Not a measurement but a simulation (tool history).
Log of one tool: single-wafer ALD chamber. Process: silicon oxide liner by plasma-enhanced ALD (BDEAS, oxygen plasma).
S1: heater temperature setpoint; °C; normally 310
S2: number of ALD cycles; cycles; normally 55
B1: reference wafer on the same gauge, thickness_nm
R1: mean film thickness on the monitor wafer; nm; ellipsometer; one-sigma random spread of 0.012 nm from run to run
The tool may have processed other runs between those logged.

{"run": 1, "hour": 0.0, "S1": 310, "S2": 55, "B1": 4.946, "R1": 4.865}
{"run": 2, "hour": 12.5, "S1": 310, "S2": 55, "B1": 4.947, "R1": 4.874}
{"run": 3, "hour": 23.2, "S1": 310, "S2": 55, "B1": 4.955, "R1": 4.845}
{"run": 4, "hour": 32.6, "S1": 310, "S2": 55, "B1": 4.953, "R1": 4.889}
{"run": 5, "hour": 39.1, "S1": 310, "S2": 55, "B1": 4.959, "R1": 4.87}
{"run": 6, "hour": 46.2, "S1": 310, "S2": 55, "B1": 4.958, "R1": 4.863}
{"run": 7, "hour": 63.8, "S1": 310, "S2": 55, "B1": 4.962, "R1": 4.863}
{"run": 8, "hour": 74.7, "S1": 310, "S2": 55, "B1": 4.966, "R1": 4.906}
{"run": 9, "hour": 92.3, "S1": 310, "S2": 55, "B1": 4.963, "R1": 4.876}
{"run": 10, "hour": 102.0, "S1": 310, "S2": 55, "B1": 4.971, "R1": 4.872}
{"run": 11, "hour": 114.5, "S1": 310, "S2": 55, "B1": 4.97, "R1": 4.884}
{"run": 12, "hour": 132.0, "S1": 310, "S2": 55, "B1": 4.976, "R1": 4.902}
{"run": 13, "hour": 138.4, "S1": 310, "S2": 55, "B1": 4.979, "R1": 4.873}
{"run": 14, "hour": 147.4, "S1": 314, "S2": 55, "B1": 4.97, "R1": 4.883}
{"run": 15, "hour": 156.4, "S1": 314, "S2": 55, "B1": 4.974, "R1": 4.851}
{"run": 16, "hour": 166.5, "S1": 314, "S2": 55, "B1": 4.98, "R1": 4.883}
{"run": 17, "hour": 175.6, "S1": 310, "S2": 55, "B1": 4.986, "R1": 4.881}
{"run": 18, "hour": 189.3, "S1": 310, "S2": 55, "B1": 4.983, "R1": 4.905}
{"run": 19, "hour": 201.2, "S1": 310, "S2": 55, "B1": 4.986, "R1": 4.935}
{"run": 20, "hour": 207.4, "S1": 313, "S2": 51, "B1": 4.99, "R1": 4.541}
{"hour": 214.4, "done": "gauge calibrated"}
{"run": 21, "hour": 225.3, "S1": 313, "S2": 51, "B1": 4.91, "R1": 4.474}
{"run": 22, "hour": 231.6, "S1": 313, "S2": 51, "B1": 4.914, "R1": 4.448}
{"run": 23, "hour": 241.7, "S1": 310, "S2": 51, "B1": 4.912, "R1": 4.472}
{"run": 24, "hour": 251.8, "S1": 310, "S2": 55, "B1": 4.917, "R1": 4.848}
{"run": 25, "hour": 269.4, "S1": 314, "S2": 64, "B1": 4.918, "R1": 5.607}
{"run": 26, "hour": 285.5, "S1": 322, "S2": 61, "B1": 4.927, "R1": 5.284}
{"run": 27, "hour": 292.3, "S1": 305, "S2": 48, "B1": 4.934, "R1": 4.259}
{"run": 28, "hour": 308.9, "S1": 314, "S2": 64, "B1": 4.933, "R1": 5.609}
{"run": 29, "hour": 326.8, "S1": 310, "S2": 55, "B1": 4.937, "R1": 4.857}
{"run": 30, "hour": 340.4, "S1": 303, "S2": 55, "B1": 4.929, "R1": 4.911}
{"run": 31, "hour": 352.3, "S1": 322, "S2": 52, "B1": 4.934, "R1": 4.535}
{"run": 32, "hour": 367.5, "S1": 310, "S2": 55, "B1": 4.94, "R1": 4.854}
{"run": 33, "hour": 381.0, "S1": 305, "S2": 58, "B1": 4.941, "R1": 5.155}
{"run": 34, "hour": 398.9, "S1": 310, "S2": 55, "B1": 4.945, "R1": 4.874}
{"run": 35, "hour": 408.0, "S1": 317, "S2": 51, "B1": 4.951, "R1": 4.471}
{"run": 36, "hour": 415.5, "S1": 310, "S2": 55, "B1": 4.952, "R1": 4.884}
{"run": 37, "hour": 422.7, "S1": 310, "S2": 55, "B1": 4.954, "R1": 4.865}
{"run": 38, "hour": 432.4, "S1": 317, "S2": 55, "B1": 4.951, "R1": 4.831}
{"run": 39, "hour": 442.3, "S1": 297, "S2": 55, "B1": 4.957, "R1": 4.979}
{"run": 40, "hour": 455.7, "S1": 322, "S2": 55, "B1": 4.95, "R1": 4.816}
{"run": 41, "hour": 463.2, "S1": 310, "S2": 55, "B1": 4.957, "R1": 4.881}
{"hour": 474.6, "done": "thermocouple changed; heater temperature recalibrated"}
{"run": 42, "hour": 481.0, "S1": 310, "S2": 48, "B1": 4.962, "R1": 4.281}
{"run": 43, "hour": 525.9, "S1": 310, "S2": 55, "B1": 4.973, "R1": 4.885}
{"run": 44, "hour": 570.4, "S1": 296, "S2": 58, "B1": 4.98, "R1": 5.286}
{"run": 45, "hour": 579.3, "S1": 314, "S2": 64, "B1": 4.983, "R1": 5.675}
{"run": 46, "hour": 588.6, "S1": 324, "S2": 46, "B1": 4.99, "R1": 4.017}
{"run": 47, "hour": 600.3, "S1": 296, "S2": 48, "B1": 4.985, "R1": 4.379}

Give the tool's hidden conditions for every run:
wafer temperature above the value expected at the setpoint (K): 0 on each run
H1: gauge reads high (%)
run=1 H1=0.986
run=2 H1=1.04
run=3 H1=1.08
run=4 H1=1.12
run=5 H1=1.14
run=6 H1=1.17
run=7 H1=1.24
run=8 H1=1.28
run=9 H1=1.35
run=10 H1=1.39
run=11 H1=1.44
run=12 H1=1.51
run=13 H1=1.54
run=14 H1=1.58
run=15 H1=1.61
run=16 H1=1.65
run=17 H1=1.69
run=18 H1=1.74
run=19 H1=1.79
run=20 H1=1.82
run=21 H1=0.264
run=22 H1=0.289
run=23 H1=0.329
run=24 H1=0.37
run=25 H1=0.44
run=26 H1=0.504
run=27 H1=0.532
run=28 H1=0.598
run=29 H1=0.67
run=30 H1=0.724
run=31 H1=0.772
run=32 H1=0.832
run=33 H1=0.886
run=34 H1=0.958
run=35 H1=0.994
run=36 H1=1.02
run=37 H1=1.05
run=38 H1=1.09
run=39 H1=1.13
run=40 H1=1.19
run=41 H1=1.22
run=42 H1=1.29
run=43 H1=1.47
run=44 H1=1.64
run=45 H1=1.68
run=46 H1=1.72
run=47 H1=1.76

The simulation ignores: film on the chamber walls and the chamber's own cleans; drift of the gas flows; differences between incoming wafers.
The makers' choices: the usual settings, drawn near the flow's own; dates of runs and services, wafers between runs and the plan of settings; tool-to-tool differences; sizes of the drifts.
